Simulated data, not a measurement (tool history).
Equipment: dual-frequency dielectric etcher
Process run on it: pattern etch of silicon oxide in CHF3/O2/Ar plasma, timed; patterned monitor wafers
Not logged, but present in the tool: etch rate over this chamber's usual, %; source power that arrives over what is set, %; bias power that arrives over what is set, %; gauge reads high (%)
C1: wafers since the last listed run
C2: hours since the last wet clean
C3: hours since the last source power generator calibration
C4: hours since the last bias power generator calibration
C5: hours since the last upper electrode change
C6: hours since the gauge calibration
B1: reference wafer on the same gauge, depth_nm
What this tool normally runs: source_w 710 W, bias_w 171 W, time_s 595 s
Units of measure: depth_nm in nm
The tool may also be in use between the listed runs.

{"run": 1, "day": 0.0, "source_w": 710, "bias_w": 161, "time_s": 595, "C1": 0, "C2": 95.9, "C3": 1387.6, "C4": 1758.5, "C5": 2309.7, "C6": 936.8, "B1": 1070, "depth_nm": 1302.8}
{"run": 2, "day": 1.712, "source_w": 710, "bias_w": 161, "time_s": 595, "C1": 109, "C2": 137, "C3": 1428.7, "C4": 1799.6, "C5": 2350.8, "C6": 977.9, "B1": 1070.3, "depth_nm": 1296.5}
{"run": 3, "day": 3.054, "source_w": 710, "bias_w": 171, "time_s": 595, "C1": 86, "C2": 169.2, "C3": 1460.9, "C4": 1831.8, "C5": 2383, "C6": 1010.1, "B1": 1069.8, "depth_nm": 1343.4}
{"run": 4, "day": 4.533, "source_w": 710, "bias_w": 148, "time_s": 595, "C1": 94, "C2": 204.7, "C3": 1496.4, "C4": 1867.3, "C5": 2418.5, "C6": 1045.6, "B1": 1070, "depth_nm": 1254.4}
{"run": 5, "day": 6.967, "source_w": 710, "bias_w": 148, "time_s": 595, "C1": 156, "C2": 263.1, "C3": 1554.8, "C4": 1925.7, "C5": 2476.9, "C6": 1104, "B1": 1069.9, "depth_nm": 1249.8}
{"run": 6, "day": 14.408, "source_w": 710, "bias_w": 171, "time_s": 506.5, "C1": 477, "C2": 441.7, "C3": 1733.4, "C4": 2104.3, "C5": 2655.5, "C6": 1282.6, "B1": 1070.5, "depth_nm": 1159.2}
{"day": 16.142, "done": "wet clean of the chamber"}
{"run": 7, "day": 16.162, "source_w": 710, "bias_w": 171, "time_s": 506.5, "C1": 48, "C2": 0.5, "C3": 1775.5, "C4": 2146.4, "C5": 2697.6, "C6": 1324.7, "B1": 1069.6, "depth_nm": 1132}
{"run": 8, "day": 17.317, "source_w": 710, "bias_w": 171, "time_s": 595, "C1": 74, "C2": 28.2, "C3": 1803.2, "C4": 2174.1, "C5": 2725.3, "C6": 1352.4, "B1": 1070.6, "depth_nm": 1337}
{"run": 9, "day": 18.8, "source_w": 710, "bias_w": 171, "time_s": 595, "C1": 95, "C2": 63.8, "C3": 1838.8, "C4": 2209.7, "C5": 2760.9, "C6": 1388, "B1": 1070.1, "depth_nm": 1326.8}
{"day": 19.017, "done": "bias power generator calibrated"}
{"day": 19.362, "done": "gauge calibrated"}
{"run": 10, "day": 20.475, "source_w": 710, "bias_w": 171, "time_s": 552.5, "C1": 96, "C2": 104, "C3": 1879, "C4": 35, "C5": 2801.1, "C6": 26.7, "B1": 1069.9, "depth_nm": 1240.8}
{"run": 11, "day": 22.0, "source_w": 710, "bias_w": 171, "time_s": 595, "C1": 97, "C2": 140.6, "C3": 1915.6, "C4": 71.6, "C5": 2837.7, "C6": 63.3, "B1": 1069.8, "depth_nm": 1340.6}
{"run": 12, "day": 23.262, "source_w": 710, "bias_w": 171, "time_s": 595, "C1": 80, "C2": 170.9, "C3": 1945.9, "C4": 101.9, "C5": 2868, "C6": 93.6, "B1": 1070, "depth_nm": 1335}
{"run": 13, "day": 25.875, "source_w": 710, "bias_w": 131, "time_s": 595, "C1": 167, "C2": 233.6, "C3": 2008.6, "C4": 164.6, "C5": 2930.7, "C6": 156.3, "B1": 1070, "depth_nm": 1175}
{"run": 14, "day": 27.762, "source_w": 630, "bias_w": 144, "time_s": 595, "C1": 121, "C2": 278.9, "C3": 2053.9, "C4": 209.9, "C5": 2976, "C6": 201.6, "B1": 1070.2, "depth_nm": 1160.9}
{"day": 29.612, "done": "source power generator calibrated"}
{"run": 15, "day": 29.733, "source_w": 530, "bias_w": 203, "time_s": 595, "C1": 115, "C2": 326.2, "C3": 2.9, "C4": 257.2, "C5": 3023.3, "C6": 248.9, "B1": 1070.1, "depth_nm": 1276.4}
{"day": 32.433, "done": "wet clean of the chamber"}
{"run": 16, "day": 32.454, "source_w": 890, "bias_w": 171, "time_s": 530, "C1": 110, "C2": 0.5, "C3": 68.2, "C4": 322.5, "C5": 3088.6, "C6": 314.2, "B1": 1070.1, "depth_nm": 1321.7}
{"run": 17, "day": 33.867, "source_w": 780, "bias_w": 171, "time_s": 684.5, "C1": 90, "C2": 34.4, "C3": 102.1, "C4": 356.4, "C5": 3122.5, "C6": 348.1, "B1": 1070.8, "depth_nm": 1601.1}
{"run": 18, "day": 36.521, "source_w": 710, "bias_w": 147, "time_s": 462, "C1": 170, "C2": 98.1, "C3": 165.8, "C4": 420.1, "C5": 3186.2, "C6": 411.8, "B1": 1069.7, "depth_nm": 961.5}
{"day": 38.371, "done": "upper electrode replaced"}
{"run": 19, "day": 38.392, "source_w": 860, "bias_w": 171, "time_s": 689, "C1": 55, "C2": 143, "C3": 210.7, "C4": 465, "C5": 0.5, "C6": 456.7, "B1": 1070.2, "depth_nm": 1685.9}
{"run": 20, "day": 39.679, "source_w": 830, "bias_w": 135, "time_s": 663.5, "C1": 82, "C2": 173.9, "C3": 241.6, "C4": 495.9, "C5": 31.4, "C6": 487.6, "B1": 1070.2, "depth_nm": 1428.9}
{"run": 21, "day": 41.012, "source_w": 710, "bias_w": 171, "time_s": 595, "C1": 85, "C2": 205.9, "C3": 273.6, "C4": 527.9, "C5": 63.4, "C6": 519.6, "B1": 1070.4, "depth_nm": 1347.7}
{"run": 22, "day": 43.629, "source_w": 710, "bias_w": 171, "time_s": 595, "C1": 167, "C2": 268.7, "C3": 336.4, "C4": 590.7, "C5": 126.2, "C6": 582.4, "B1": 1069.6, "depth_nm": 1353.1}
{"run": 23, "day": 44.938, "source_w": 770, "bias_w": 155, "time_s": 669, "C1": 83, "C2": 300.1, "C3": 367.8, "C4": 622.1, "C5": 157.6, "C6": 613.8, "B1": 1070.6, "depth_nm": 1497.6}
{"run": 24, "day": 46.525, "source_w": 710, "bias_w": 171, "time_s": 595, "C1": 101, "C2": 338.2, "C3": 405.9, "C4": 660.2, "C5": 195.7, "C6": 651.9, "B1": 1069.8, "depth_nm": 1348.8}
{"run": 25, "day": 48.062, "source_w": 710, "bias_w": 171, "time_s": 595, "C1": 98, "C2": 375.1, "C3": 442.8, "C4": 697.1, "C5": 232.6, "C6": 688.8, "B1": 1070.2, "depth_nm": 1355.1}

What if the next run were any one of these 5? Each begins from the tool's condition after run 25:
{"run": "A", "day": 48.088, "source_w": 710, "bias_w": 171, "time_s": 595, "C1": 1, "C2": 375.7, "C3": 443.4, "C4": 697.7, "C5": 233.2, "C6": 689.4, "B1": "?", "depth_nm": "?"}
{"run": "B", "day": 48.088, "source_w": 710, "bias_w": 155, "time_s": 500.5, "C1": 1, "C2": 375.7, "C3": 443.4, "C4": 697.7, "C5": 233.2, "C6": 689.4, "B1": "?", "depth_nm": "?"}
{"run": "C", "day": 48.088, "source_w": 710, "bias_w": 171, "time_s": 438, "C1": 1, "C2": 375.7, "C3": 443.4, "C4": 697.7, "C5": 233.2, "C6": 689.4, "B1": "?", "depth_nm": "?"}
{"run": "D", "day": 48.088, "source_w": 820, "bias_w": 171, "time_s": 595, "C1": 1, "C2": 375.7, "C3": 443.4, "C4": 697.7, "C5": 233.2, "C6": 689.4, "B1": "?", "depth_nm": "?"}
{"run": "E", "day": 48.088, "source_w": 710, "bias_w": 159, "time_s": 595, "C1": 1, "C2": 375.7, "C3": 443.4, "C4": 697.7, "C5": 233.2, "C6": 689.4, "B1": "?", "depth_nm": "?"}

run=A B1=1070.3 depth_nm=1346.5
run=B B1=1070.3 depth_nm=1076.9
run=C B1=1070.3 depth_nm=991.2
run=D B1=1070.3 depth_nm=1437.7
run=E B1=1070.3 depth_nm=1297.3
With the hidden condition removed and each run's random variation left untouched, the same runs would have given:
run=A depth_nm=1327.6
run=B depth_nm=1061.8
run=C depth_nm=977.3
run=D depth_nm=1417.6
run=E depth_nm=1279.1
